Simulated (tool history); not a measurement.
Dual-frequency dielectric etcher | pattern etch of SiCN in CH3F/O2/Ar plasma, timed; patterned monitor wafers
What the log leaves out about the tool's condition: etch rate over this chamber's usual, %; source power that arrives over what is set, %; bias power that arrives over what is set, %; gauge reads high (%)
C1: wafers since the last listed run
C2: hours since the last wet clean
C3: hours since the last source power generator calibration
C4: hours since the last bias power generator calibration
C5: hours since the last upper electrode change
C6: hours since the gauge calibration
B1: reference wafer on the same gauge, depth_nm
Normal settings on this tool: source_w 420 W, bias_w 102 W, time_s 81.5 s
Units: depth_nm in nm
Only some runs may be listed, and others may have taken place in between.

run 1 day=0 | source_w=420 bias_w=102 time_s=81.5 | C1=0 C2=194.5 C3=2275.3 C4=1325.8 C5=3277.2 C6=209 | B1=41.9 | depth_nm=35.58
run 2 day=1.321 | source_w=420 bias_w=102 time_s=81.5 | C1=187 C2=226.2 C3=2307 C4=1357.5 C5=3308.9 C6=240.7 | B1=41.91 | depth_nm=35.52
run 3 day=1.767 | source_w=420 bias_w=102 time_s=81.5 | C1=63 C2=236.9 C3=2317.7 C4=1368.2 C5=3319.6 C6=251.4 | B1=41.9 | depth_nm=35.52
run 4 day=2.054 | source_w=420 bias_w=102 time_s=81.5 | C1=40 C2=243.8 C3=2324.6 C4=1375.1 C5=3326.5 C6=258.3 | B1=41.89 | depth_nm=35.61
run 5 day=2.629 | source_w=420 bias_w=102 time_s=81.5 | C1=81 C2=257.6 C3=2338.4 C4=1388.9 C5=3340.3 C6=272.1 | B1=41.91 | depth_nm=35.51
run 6 day=3.142 | source_w=440 bias_w=94 time_s=81.5 | C1=72 C2=269.9 C3=2350.7 C4=1401.2 C5=3352.6 C6=284.4 | B1=41.91 | depth_nm=34.87
run 7 day=3.412 | source_w=440 bias_w=94 time_s=81.5 | C1=38 C2=276.4 C3=2357.2 C4=1407.7 C5=3359.1 C6=290.9 | B1=41.92 | depth_nm=34.85
run 8 day=3.746 | source_w=440 bias_w=94 time_s=81.5 | C1=47 C2=284.4 C3=2365.2 C4=1415.7 C5=3367.1 C6=298.9 | B1=41.9 | depth_nm=34.75
run 9 day=4.408 | source_w=420 bias_w=102 time_s=81.5 | C1=94 C2=300.3 C3=2381.1 C4=1431.6 C5=3383 C6=314.8 | B1=41.9 | depth_nm=35.54
run 10 day=4.729 | source_w=420 bias_w=102 time_s=81.5 | C1=45 C2=308 C3=2388.8 C4=1439.3 C5=3390.7 C6=322.5 | B1=41.91 | depth_nm=35.57
-- day=5.358 gauge calibrated
-- day=5.55 source power generator calibrated
run 11 day=6.717 | source_w=420 bias_w=102 time_s=75 | C1=259 C2=355.7 C3=28 C4=1487 C5=3438.4 C6=32.6 | B1=41.89 | depth_nm=32.69
run 12 day=7.442 | source_w=420 bias_w=102 time_s=75 | C1=103 C2=373.1 C3=45.4 C4=1504.4 C5=3455.8 C6=50 | B1=41.9 | depth_nm=32.72
run 13 day=7.767 | source_w=420 bias_w=102 time_s=75 | C1=46 C2=380.9 C3=53.2 C4=1512.2 C5=3463.6 C6=57.8 | B1=41.9 | depth_nm=32.68
run 14 day=8.396 | source_w=420 bias_w=102 time_s=81.5 | C1=89 C2=396 C3=68.3 C4=1527.3 C5=3478.7 C6=72.9 | B1=41.89 | depth_nm=35.58
run 15 day=9.125 | source_w=420 bias_w=85 time_s=81.5 | C1=103 C2=413.5 C3=85.8 C4=1544.8 C5=3496.2 C6=90.4 | B1=41.9 | depth_nm=33
run 16 day=9.808 | source_w=420 bias_w=102 time_s=81.5 | C1=97 C2=429.9 C3=102.2 C4=1561.2 C5=3512.6 C6=106.8 | B1=41.89 | depth_nm=35.56
run 17 day=10.204 | source_w=420 bias_w=102 time_s=81.5 | C1=56 C2=439.4 C3=111.7 C4=1570.7 C5=3522.1 C6=116.3 | B1=41.89 | depth_nm=35.63
-- day=11.229 bias power generator calibrated
-- day=11.679 upper electrode replaced
-- day=12.121 wet clean of the chamber
run 18 day=12.142 | source_w=420 bias_w=102 time_s=81.5 | C1=125 C2=0.5 C3=158.2 C4=21.9 C5=11.1 C6=162.8 | B1=41.92 | depth_nm=35.14
run 19 day=12.154 | source_w=420 bias_w=81 time_s=81.5 | C1=1 C2=0.8 C3=158.5 C4=22.2 C5=11.4 C6=163.1 | B1=41.89 | depth_nm=32
run 20 day=12.317 | source_w=510 bias_w=128 time_s=61.5 | C1=23 C2=4.7 C3=162.4 C4=26.1 C5=15.3 C6=167 | B1=41.91 | depth_nm=30.85
run 21 day=12.842 | source_w=360 bias_w=127 time_s=73 | C1=74 C2=17.3 C3=175 C4=38.7 C5=27.9 C6=179.6 | B1=41.9 | depth_nm=33.05
run 22 day=13.375 | source_w=460 bias_w=102 time_s=81.5 | C1=75 C2=30.1 C3=187.8 C4=51.5 C5=40.7 C6=192.4 | B1=41.9 | depth_nm=36.07
run 23 day=13.838 | source_w=420 bias_w=84 time_s=98 | C1=65 C2=41.2 C3=198.9 C4=62.6 C5=51.8 C6=203.5 | B1=41.88 | depth_nm=39
run 24 day=14.312 | source_w=420 bias_w=102 time_s=75 | C1=67 C2=52.6 C3=210.3 C4=74 C5=63.2 C6=214.9 | B1=41.89 | depth_nm=32.29
run 25 day=14.733 | source_w=420 bias_w=84 time_s=98 | C1=59 C2=62.7 C3=220.4 C4=84.1 C5=73.3 C6=225 | B1=41.91 | depth_nm=39.02
run 26 day=15.471 | source_w=450 bias_w=80 time_s=61.5 | C1=104 C2=80.4 C3=238.1 C4=101.8 C5=91 C6=242.7 | B1=41.89 | depth_nm=24.51
run 27 day=15.967 | source_w=420 bias_w=89 time_s=98.5 | C1=70 C2=92.3 C3=250 C4=113.7 C5=102.9 C6=254.6 | B1=41.91 | depth_nm=40.15
run 28 day=16.708 | source_w=330 bias_w=83 time_s=75 | C1=105 C2=110.1 C3=267.8 C4=131.5 C5=120.7 C6=272.4 | B1=41.9 | depth_nm=27.84
run 29 day=17.312 | source_w=490 bias_w=102 time_s=81.5 | C1=85 C2=124.6 C3=282.3 C4=146 C5=135.2 C6=286.9 | B1=41.88 | depth_nm=36.8

Describe how what the log doesn't record of the tool's condition differs between the last listed run preceding each entry between runs and the first listed run following it.
After run 10, before run 11: gauge calibrated (day 5.358); source power generator calibrated (day 5.55)
  etch rate over this chamber's usual, %: -0.559 -> -0.636; bias power that arrives over what is set, %: 3.82 -> 3.96
  the result without the hidden state subtracted from the measured one, depth_nm: +0.35 -> +0.31 nm
After run 17, before run 18: bias power generator calibrated (day 11.229); upper electrode replaced (day 11.679); wet clean of the chamber (day 12.121)
  etch rate over this chamber's usual, %: -0.77 -> -0.113; bias power that arrives over what is set, %: 4.21 -> 0.0283
  the result without the hidden state subtracted from the measured one, depth_nm: +0.32 -> -0.03 nm
